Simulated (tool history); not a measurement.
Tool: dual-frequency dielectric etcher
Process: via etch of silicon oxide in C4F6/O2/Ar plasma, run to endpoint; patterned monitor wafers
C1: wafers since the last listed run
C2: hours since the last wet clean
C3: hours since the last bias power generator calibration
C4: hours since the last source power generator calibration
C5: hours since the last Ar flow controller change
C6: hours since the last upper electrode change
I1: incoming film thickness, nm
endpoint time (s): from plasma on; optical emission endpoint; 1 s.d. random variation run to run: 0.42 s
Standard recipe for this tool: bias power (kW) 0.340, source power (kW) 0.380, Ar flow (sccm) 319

run 1 day=0.000 | bias_power_(kW)=0.340 source_power_(kW)=0.380 Ar_flow_(sccm)=319 | C1=0 C2=412.3 C3=4114.3 C4=3150.7 C5=71.3 C6=2804.5 | I1=200.2 | endpoint_time_(s)=55.0
run 2 day=0.525 | bias_power_(kW)=0.340 source_power_(kW)=0.380 Ar_flow_(sccm)=319 | C1=108 C2=424.9 C3=4126.9 C4=3163.3 C5=83.9 C6=2817.1 | I1=201.6 | endpoint_time_(s)=55.5
run 3 day=1.250 | bias_power_(kW)=0.340 source_power_(kW)=0.380 Ar_flow_(sccm)=319 | C1=149 C2=442.3 C3=4144.3 C4=3180.7 C5=101.3 C6=2834.5 | I1=199.9 | endpoint_time_(s)=55.4
run 4 day=1.800 | bias_power_(kW)=0.340 source_power_(kW)=0.420 Ar_flow_(sccm)=319 | C1=113 C2=455.5 C3=4157.5 C4=3193.9 C5=114.5 C6=2847.7 | I1=203.0 | endpoint_time_(s)=53.9
run 5 day=2.979 | bias_power_(kW)=0.340 source_power_(kW)=0.380 Ar_flow_(sccm)=295 | C1=242 C2=483.8 C3=4185.8 C4=3222.2 C5=142.8 C6=2876.0 | I1=203.4 | endpoint_time_(s)=55.3
-- day=4.200 bias power generator calibrated
-- day=5.392 wet clean of the chamber
run 6 day=5.412 | bias_power_(kW)=0.340 source_power_(kW)=0.380 Ar_flow_(sccm)=295 | C1=260 C2=0.5 C3=29.1 C4=3280.6 C5=201.2 C6=2934.4 | I1=197.6 | endpoint_time_(s)=55.8
run 7 day=5.792 | bias_power_(kW)=0.340 source_power_(kW)=0.380 Ar_flow_(sccm)=319 | C1=78 C2=9.6 C3=38.2 C4=3289.7 C5=210.3 C6=2943.5 | I1=197.4 | endpoint_time_(s)=56.9
run 8 day=6.638 | bias_power_(kW)=0.299 source_power_(kW)=0.430 Ar_flow_(sccm)=348 | C1=174 C2=29.9 C3=58.5 C4=3310.0 C5=230.6 C6=2963.8 | I1=201.4 | endpoint_time_(s)=58.0
run 9 day=7.412 | bias_power_(kW)=0.396 source_power_(kW)=0.320 Ar_flow_(sccm)=264 | C1=159 C2=48.5 C3=77.1 C4=3328.6 C5=249.2 C6=2982.4 | I1=201.8 | endpoint_time_(s)=55.8
run 10 day=8.000 | bias_power_(kW)=0.340 source_power_(kW)=0.380 Ar_flow_(sccm)=319 | C1=120 C2=62.6 C3=91.2 C4=3342.7 C5=263.3 C6=2996.5 | I1=202.5 | endpoint_time_(s)=57.6
run 11 day=9.154 | bias_power_(kW)=0.340 source_power_(kW)=0.380 Ar_flow_(sccm)=376 | C1=237 C2=90.3 C3=118.9 C4=3370.4 C5=291.0 C6=3024.2 | I1=199.1 | endpoint_time_(s)=57.4
run 12 day=9.988 | bias_power_(kW)=0.415 source_power_(kW)=0.350 Ar_flow_(sccm)=293 | C1=171 C2=110.3 C3=138.9 C4=3390.4 C5=311.0 C6=3044.2 | I1=200.7 | endpoint_time_(s)=54.5
run 13 day=10.842 | bias_power_(kW)=0.272 source_power_(kW)=0.410 Ar_flow_(sccm)=291 | C1=175 C2=130.8 C3=159.4 C4=3410.9 C5=331.5 C6=3064.7 | I1=201.5 | endpoint_time_(s)=58.1
run 14 day=11.412 | bias_power_(kW)=0.392 source_power_(kW)=0.380 Ar_flow_(sccm)=319 | C1=117 C2=144.5 C3=173.1 C4=3424.6 C5=345.2 C6=3078.4 | I1=201.7 | endpoint_time_(s)=55.6
-- day=11.779 source power generator calibrated
run 15 day=12.267 | bias_power_(kW)=0.340 source_power_(kW)=0.380 Ar_flow_(sccm)=268 | C1=141 C2=165.0 C3=193.6 C4=11.7 C5=365.7 C6=3098.9 | I1=201.5 | endpoint_time_(s)=55.5
-- day=13.675 upper electrode replaced
run 16 day=13.696 | bias_power_(kW)=0.384 source_power_(kW)=0.410 Ar_flow_(sccm)=319 | C1=88 C2=199.3 C3=227.9 C4=46.0 C5=400.0 C6=0.5 | I1=203.0 | endpoint_time_(s)=53.2
run 17 day=14.117 | bias_power_(kW)=0.340 source_power_(kW)=0.350 Ar_flow_(sccm)=268 | C1=86 C2=209.4 C3=238.0 C4=56.1 C5=410.1 C6=10.6 | I1=200.6 | endpoint_time_(s)=56.7
run 18 day=14.929 | bias_power_(kW)=0.257 source_power_(kW)=0.450 Ar_flow_(sccm)=346 | C1=167 C2=228.9 C3=257.5 C4=75.6 C5=429.6 C6=30.1 | I1=199.4 | endpoint_time_(s)=57.7
run 19 day=15.954 | bias_power_(kW)=0.292 source_power_(kW)=0.380 Ar_flow_(sccm)=364 | C1=210 C2=253.5 C3=282.1 C4=100.2 C5=454.2 C6=54.7 | I1=200.1 | endpoint_time_(s)=58.9
run 20 day=16.971 | bias_power_(kW)=0.411 source_power_(kW)=0.280 Ar_flow_(sccm)=295 | C1=209 C2=277.9 C3=306.5 C4=124.6 C5=478.6 C6=79.1 | I1=200.6 | endpoint_time_(s)=57.6
run 21 day=18.388 | bias_power_(kW)=0.376 source_power_(kW)=0.450 Ar_flow_(sccm)=390 | C1=291 C2=311.9 C3=340.5 C4=158.6 C5=512.6 C6=113.1 | I1=199.4 | endpoint_time_(s)=52.9
run 22 day=18.904 | bias_power_(kW)=0.340 source_power_(kW)=0.380 Ar_flow_(sccm)=319 | C1=106 C2=324.3 C3=352.9 C4=171.0 C5=525.0 C6=125.5 | I1=201.0 | endpoint_time_(s)=56.8
run 23 day=19.562 | bias_power_(kW)=0.340 source_power_(kW)=0.290 Ar_flow_(sccm)=319 | C1=135 C2=340.1 C3=368.7 C4=186.8 C5=540.8 C6=141.3 | I1=201.5 | endpoint_time_(s)=60.6
run 24 day=20.138 | bias_power_(kW)=0.297 source_power_(kW)=0.380 Ar_flow_(sccm)=319 | C1=118 C2=353.9 C3=382.5 C4=200.6 C5=554.6 C6=155.1 | I1=200.4 | endpoint_time_(s)=57.8
run 25 day=21.317 | bias_power_(kW)=0.301 source_power_(kW)=0.410 Ar_flow_(sccm)=245 | C1=242 C2=382.2 C3=410.8 C4=228.9 C5=582.9 C6=183.4 | I1=200.3 | endpoint_time_(s)=54.5
run 26 day=21.821 | bias_power_(kW)=0.289 source_power_(kW)=0.350 Ar_flow_(sccm)=248 | C1=103 C2=394.3 C3=422.9 C4=241.0 C5=595.0 C6=195.5 | I1=200.1 | endpoint_time_(s)=57.2
run 27 day=22.496 | bias_power_(kW)=0.340 source_power_(kW)=0.380 Ar_flow_(sccm)=319 | C1=138 C2=410.5 C3=439.1 C4=257.2 C5=611.2 C6=211.7 | I1=201.3 | endpoint_time_(s)=56.0
-- day=23.971 wet clean of the chamber
run 28 day=23.992 | bias_power_(kW)=0.340 source_power_(kW)=0.380 Ar_flow_(sccm)=319 | C1=102 C2=0.5 C3=475.0 C4=293.1 C5=647.1 C6=247.6 | I1=200.8 | endpoint_time_(s)=57.0
run 29 day=24.138 | bias_power_(kW)=0.340 source_power_(kW)=0.380 Ar_flow_(sccm)=319 | C1=30 C2=4.0 C3=478.5 C4=296.6 C5=650.6 C6=251.1 | I1=200.6 | endpoint_time_(s)=56.4

Some steps in endpoint time (s), run to run, broken into two amounts with sign: the step expected even without the hidden condition (settings, incoming material, random variation), and the rest, left for the hidden condition together with whatever gauge scatter is not in both the measured and the hidden-condition-free result:
Hidden state present: etch rate over this chamber's usual, %; bias power that arrives over what is set, %; source power that arrives over what is set, %; Ar flow that arrives over what is set, %.
Run 5 -> 6: bias power generator calibrated, wet clean of the chamber. endpoint time (s) +0.5: hidden state +1.8, all else -1.3.
Run 20 -> 21: bias power (kW) 0.411 -> 0.376, source power (kW) 0.280 -> 0.450, Ar flow (sccm) 295 -> 390. endpoint time (s) -4.7: hidden state -0.1, all else -4.6.
Run 21 -> 22: bias power (kW) 0.376 -> 0.340, source power (kW) 0.450 -> 0.380, Ar flow (sccm) 390 -> 319. endpoint time (s) +3.9: hidden state +0.0, all else +3.9.
Run 27 -> 28: wet clean of the chamber. endpoint time (s) +1.0: hidden state +1.2, all else -0.2.
